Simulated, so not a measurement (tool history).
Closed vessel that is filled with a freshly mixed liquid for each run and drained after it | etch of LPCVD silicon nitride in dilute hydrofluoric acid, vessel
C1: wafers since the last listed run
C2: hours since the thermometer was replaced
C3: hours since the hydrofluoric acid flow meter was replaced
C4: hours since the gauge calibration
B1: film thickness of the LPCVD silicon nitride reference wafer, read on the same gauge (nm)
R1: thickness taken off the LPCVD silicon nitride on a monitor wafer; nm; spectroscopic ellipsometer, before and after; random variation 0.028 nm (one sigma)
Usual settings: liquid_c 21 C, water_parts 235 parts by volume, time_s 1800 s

run 1 hour=0.0 | liquid_c=21 water_parts=235 time_s=1800 | C1=0 C2=465.4 C3=1448.4 C4=1353.3 | B1=100.041 | R1=3.336
run 2 hour=60.8 | liquid_c=21 water_parts=320 time_s=1800 | C1=2207 C2=526.2 C3=1509.2 C4=1414.1 | B1=100.007 | R1=2.511
run 3 hour=119.5 | liquid_c=21 water_parts=320 time_s=1800 | C1=2131 C2=584.9 C3=1567.9 C4=1472.8 | B1=99.978 | R1=2.483
run 4 hour=165.8 | liquid_c=21 water_parts=235 time_s=1800 | C1=1681 C2=631.2 C3=1614.2 C4=1519.1 | B1=100.002 | R1=3.329
run 5 hour=218.3 | liquid_c=21 water_parts=235 time_s=1800 | C1=1906 C2=683.7 C3=1666.7 C4=1571.6 | B1=100.010 | R1=3.370
run 6 hour=260.2 | liquid_c=21 water_parts=235 time_s=1800 | C1=1521 C2=725.6 C3=1708.6 C4=1613.5 | B1=99.971 | R1=3.316
run 7 hour=297.7 | liquid_c=21 water_parts=235 time_s=1800 | C1=1361 C2=763.1 C3=1746.1 C4=1651.0 | B1=99.971 | R1=3.377
run 8 hour=324.4 | liquid_c=21 water_parts=235 time_s=1800 | C1=969 C2=789.8 C3=1772.8 C4=1677.7 | B1=99.942 | R1=3.337
run 9 hour=350.1 | liquid_c=21 water_parts=235 time_s=1800 | C1=933 C2=815.5 C3=1798.5 C4=1703.4 | B1=99.979 | R1=3.358
run 10 hour=377.1 | liquid_c=23 water_parts=235 time_s=1800 | C1=980 C2=842.5 C3=1825.5 C4=1730.4 | B1=100.010 | R1=3.819
run 11 hour=521.9 | liquid_c=21 water_parts=235 time_s=2525 | C1=5257 C2=987.3 C3=1970.3 C4=1875.2 | B1=99.989 | R1=4.736
-- hour=581.8 gauge calibrated
run 12 hour=591.6 | liquid_c=18 water_parts=175 time_s=1800 | C1=2530 C2=1057.0 C3=2040.0 C4=9.8 | B1=100.020 | R1=3.701
run 13 hour=649.1 | liquid_c=21 water_parts=235 time_s=1800 | C1=2087 C2=1114.5 C3=2097.5 C4=67.3 | B1=100.019 | R1=3.344
-- hour=670.8 hydrofluoric acid flow meter replaced
run 14 hour=689.6 | liquid_c=18 water_parts=325 time_s=845 | C1=1434 C2=1155.0 C3=18.8 C4=107.8 | B1=100.046 | R1=1.083
run 15 hour=722.4 | liquid_c=17 water_parts=235 time_s=1800 | C1=1190 C2=1187.8 C3=51.6 C4=140.6 | B1=100.023 | R1=2.911
run 16 hour=749.5 | liquid_c=18 water_parts=325 time_s=845 | C1=983 C2=1214.9 C3=78.7 C4=167.7 | B1=100.009 | R1=1.074
run 17 hour=786.0 | liquid_c=21 water_parts=165 time_s=850 | C1=1325 C2=1251.4 C3=115.2 C4=204.2 | B1=100.003 | R1=2.532
run 18 hour=812.4 | liquid_c=21 water_parts=235 time_s=1800 | C1=958 C2=1277.8 C3=141.6 C4=230.6 | B1=99.982 | R1=3.759

Forecast run 19:
run 19 hour=842.4 | liquid_c=21 water_parts=235 time_s=1170 | C1=1089 C2=1307.8 C3=171.6 C4=260.6 | B1=? | R1=?

B1: 100.020
R1: 2.489 nm
Without the tool's hidden state the same run would have given R1 2.273 nm.
